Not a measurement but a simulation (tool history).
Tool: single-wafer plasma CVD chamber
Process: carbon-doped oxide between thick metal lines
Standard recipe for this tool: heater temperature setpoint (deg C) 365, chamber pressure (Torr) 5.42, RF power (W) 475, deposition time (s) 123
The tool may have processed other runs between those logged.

run	hour	heater temperature setpoint (deg C)	chamber pressure (Torr)	RF power (W)	deposition time (s)	wafers since the last listed run	hours since the last thermocouple change	hours since the last RF generator calibration	hours since the last manometer calibration	hours since the showerhead was replaced	hours since the gauge calibration	read-back reference wafer on the same gauge, thickness_nm	mean film thickness on the monitor wafer (nm)
1	0	365	5.42	475	123	0	611.2	239.9	396.6	7873.4	1751.9	644.467	622.803
2	56.6	365	5.42	475	123	480	667.8	296.5	453.2	7930	1808.5	644.162	619.433
3	96.3	365	5.42	475	123	337	707.5	336.2	492.9	7969.7	1848.2	643.851	620.87
4	167.5	365	5.42	475	123	604	778.7	407.4	564.1	8040.9	1919.4	642.787	620.31
5	222.5	365	5.42	475	112	467	833.7	462.4	619.1	8095.9	1974.4	642.738	565.376
6	264	365	5.42	475	112	352	875.2	503.9	660.6	8137.4	2015.9	641.16	566.627
7	344.8	365	5.42	475	112	686	956	584.7	741.4	8218.2	2096.7	641.005	566.125
8	434.6	365	5.42	430	123	762	1045.8	674.5	831.2	8308	2186.5	639.903	577.095
9	472.3	365	5.42	475	123	320	1083.5	712.2	868.9	8345.7	2224.2	639.274	622.855
# hour 516.6: thermocouple changed; heater temperature recalibrated
# hour 547.7: gauge calibrated
10	569.6	358	5.42	510	102	758	53	809.5	966.2	8443	21.9	662.625	561.124
11	637.3	365	5.42	525	123	575	120.7	877.2	1033.9	8510.7	89.6	662.392	678.944
# hour 656: capacitance manometer re-zeroed and calibrated
12	709.7	365	5.42	475	123	547	193.1	949.6	53.7	8583.1	162	662.135	637.86
# hour 759.6: RF generator calibrated
13	780.6	365	5.42	475	123	534	264	21	124.6	8654	232.9	661.555	637.084
14	860.4	354	4.67	545	137	678	343.8	100.8	204.4	8733.8	312.7	660.222	766.44
15	914.4	365	4.84	475	123	458	397.8	154.8	258.4	8787.8	366.7	658.699	626.412
# hour 930: showerhead replaced
16	984	358	5.42	540	140	523	467.4	224.4	328	54	436.3	659.465	789.279
17	1034	365	5.42	475	123	424	517.4	274.4	378	104	486.3	658.518	633.65
18	1121.1	355	6.16	475	123	740	604.5	361.5	465.1	191.1	573.4	657.168	655.201
19	1207.4	355	4.91	385	100	733	690.8	447.8	551.4	277.4	659.7	657.923	456.404
20	1267.3	365	5.42	505	123	508	750.7	507.7	611.3	337.3	719.6	656.568	657.581
21	1330.3	365	4.98	475	108	535	813.7	570.7	674.3	400.3	782.6	655.817	549.968
22	1385.3	365	5.42	450	123	467	868.7	625.7	729.3	455.3	837.6	654.676	612.37
23	1431.8	378	5.42	475	110	395	915.2	672.2	775.8	501.8	884.1	655.031	550.197
24	1534.1	354	5.91	475	115	869	1017.5	774.5	878.1	604.1	986.4	653.752	608.07
25	1581	365	5.42	475	123	398	1064.4	821.4	925	651	1033.3	653.662	628.836
# hour 1628.6: RF generator calibrated
26	1655.2	351	4.62	420	106	562	1138.6	26.6	999.2	725.2	1107.5	652.004	509.751
# hour 1692.7: thermocouple changed; heater temperature recalibrated
# hour 1701.8: capacitance manometer re-zeroed and calibrated
27	1749.9	372	5.42	505	123	668	57.2	121.3	48.1	819.9	1202.2	651.791	641.27
28	1927.1	365	5.42	475	123	1505	234.4	298.5	225.3	997.1	1379.4	649.826	622.943

Forecast each of these 4 alternatives for the next run:
A	1927.5	365	5.42	545	123	3	234.8	298.9	225.7	997.5	1379.8	?	?
B	1927.5	371	5.42	475	107	3	234.8	298.9	225.7	997.5	1379.8	?	?
C	1927.5	365	5.42	475	130	3	234.8	298.9	225.7	997.5	1379.8	?	?
D	1927.5	365	5.42	475	139	3	234.8	298.9	225.7	997.5	1379.8	?	?

run	read-back reference wafer on the same gauge, thickness_nm	mean film thickness on the monitor wafer (nm)
A	649.749	680.266
B	649.749	542.846
C	649.749	666.578
D	649.749	712.534
What these runs would have given with no unlogged condition in the tool:
run	mean film thickness on the monitor wafer (nm)
A	694.014
B	553.817
C	680.049
D	726.934
